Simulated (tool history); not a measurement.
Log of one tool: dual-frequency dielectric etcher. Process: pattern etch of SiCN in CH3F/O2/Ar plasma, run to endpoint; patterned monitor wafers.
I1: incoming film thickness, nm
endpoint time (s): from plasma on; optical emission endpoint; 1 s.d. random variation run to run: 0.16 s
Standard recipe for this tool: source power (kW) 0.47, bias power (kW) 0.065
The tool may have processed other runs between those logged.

Run 1, hour 0: usual settings; I1 10.05. Result: endpoint time (s) 24.8.
Run 2, hour 52.8: usual settings; I1 9.98. Result: endpoint time (s) 24.9.
Run 3, hour 108.7: usual settings; I1 9.94. Result: endpoint time (s) 24.8.
Run 4, hour 270.1: usual settings; I1 10.04. Result: endpoint time (s) 25.
Run 5, hour 300.1: usual settings but source power (kW) 0.54, bias power (kW) 0.059; I1 9.96. Result: endpoint time (s) 23.8.
Run 6, hour 339.6: usual settings but source power (kW) 0.54, bias power (kW) 0.059; I1 10.03. Result: endpoint time (s) 24.
Run 7, hour 382: usual settings but bias power (kW) 0.054; I1 10.04. Result: endpoint time (s) 26.6.
Run 8, hour 435.2: usual settings but bias power (kW) 0.054; I1 9.94. Result: endpoint time (s) 26.2.
At hour 476.3: wet clean of the chamber.
Run 9, hour 499.8: usual settings but source power (kW) 0.54; I1 9.95. Result: endpoint time (s) 22.5.
Run 10, hour 556.6: usual settings but source power (kW) 0.54; I1 10.09. Result: endpoint time (s) 22.8.
At hour 656.9: bias power generator calibrated.
Run 11, hour 705.7: usual settings; I1 9.92. Result: endpoint time (s) 24.8.
Run 12, hour 739.8: usual settings but bias power (kW) 0.076; I1 10. Result: endpoint time (s) 23.9.
At hour 930.9: wet clean of the chamber.
Run 13, hour 947.4: usual settings but source power (kW) 0.49; I1 9.98. Result: endpoint time (s) 23.6.
Run 14, hour 982.2: usual settings but source power (kW) 0.49; I1 9.97. Result: endpoint time (s) 23.4.
Run 15, hour 1038.6: usual settings; I1 10.05. Result: endpoint time (s) 24.6.
At hour 1069.4: upper electrode replaced, of another model than before.
Run 16, hour 1105.9: usual settings but bias power (kW) 0.077; I1 10.03. Result: endpoint time (s) 24.1.
Run 17, hour 1148.7: usual settings but bias power (kW) 0.074; I1 10.03. Result: endpoint time (s) 24.4.
Run 18, hour 1185: usual settings; I1 9.95. Result: endpoint time (s) 24.9.
Run 19, hour 1214.8: usual settings but bias power (kW) 0.069; I1 9.98. Result: endpoint time (s) 24.6.
Run 20, hour 1242.4: usual settings but source power (kW) 0.37, bias power (kW) 0.076; I1 10.09. Result: endpoint time (s) 26.8.
Run 21, hour 1272.5: usual settings but source power (kW) 0.56, bias power (kW) 0.058; I1 10.07. Result: endpoint time (s) 23.9.
At hour 1293.6: source power generator calibrated.
Run 22, hour 1314.4: usual settings but source power (kW) 0.37, bias power (kW) 0.05; I1 10.03. Result: endpoint time (s) 28.9.
Run 23, hour 1374.5: usual settings but source power (kW) 0.52, bias power (kW) 0.06; I1 9.96. Result: endpoint time (s) 24.5.
Run 24, hour 1426.6: usual settings but source power (kW) 0.52, bias power (kW) 0.076; I1 9.89. Result: endpoint time (s) 23.6.
At hour 1458: wet clean of the chamber.
Run 25, hour 1483.1: usual settings but source power (kW) 0.39, bias power (kW) 0.053; I1 9.88. Result: endpoint time (s) 27.1.
Run 26, hour 1519.2: usual settings; I1 9.99. Result: endpoint time (s) 24.9.
Run 27, hour 1553.5: usual settings but source power (kW) 0.41, bias power (kW) 0.057; I1 10.1. Result: endpoint time (s) 27.
Run 28, hour 1604.8: usual settings but bias power (kW) 0.076; I1 10.01. Result: endpoint time (s) 24.
Run 29, hour 1632.4: usual settings; I1 10.01. Result: endpoint time (s) 24.7.
Run 30, hour 1693: usual settings but source power (kW) 0.4, bias power (kW) 0.074; I1 9.95. Result: endpoint time (s) 25.9.
Run 31, hour 1760.3: usual settings but source power (kW) 0.52, bias power (kW) 0.076; I1 9.93. Result: endpoint time (s) 23.4.
Run 32, hour 1832.2: usual settings but source power (kW) 0.37, bias power (kW) 0.078; I1 9.97. Result: endpoint time (s) 27.
Run 33, hour 1894.1: usual settings but bias power (kW) 0.079; I1 9.92. Result: endpoint time (s) 24.5.
Run 34, hour 1918.5: usual settings but source power (kW) 0.5, bias power (kW) 0.07; I1 9.92. Result: endpoint time (s) 24.2.
At hour 1949.9: wet clean of the chamber.
Run 35, hour 1989: usual settings but bias power (kW) 0.074; I1 9.96. Result: endpoint time (s) 23.8.

Each row is a separate what-if for the run after 35, all from the same tool condition, not one after another. Results?
Run A, hour 1989.4: usual settings; I1 9.97. Result: endpoint time (s) ?.
Run B, hour 1989.4: usual settings but bias power (kW) 0.06; I1 9.97. Result: endpoint time (s) ?.
Run C, hour 1989.4: usual settings but source power (kW) 0.56, bias power (kW) 0.06; I1 9.97. Result: endpoint time (s) ?.
Run D, hour 1989.4: usual settings but source power (kW) 0.51, bias power (kW) 0.072; I1 9.97. Result: endpoint time (s) ?.

run  endpoint time (s)
  A               24.2
  B               24.5
  C               22.8
  D                 23
Without the tool's hidden state the same runs would have given:
run  endpoint time (s)
  A               24.3
  B               24.6
  C               22.9
  D               23.1

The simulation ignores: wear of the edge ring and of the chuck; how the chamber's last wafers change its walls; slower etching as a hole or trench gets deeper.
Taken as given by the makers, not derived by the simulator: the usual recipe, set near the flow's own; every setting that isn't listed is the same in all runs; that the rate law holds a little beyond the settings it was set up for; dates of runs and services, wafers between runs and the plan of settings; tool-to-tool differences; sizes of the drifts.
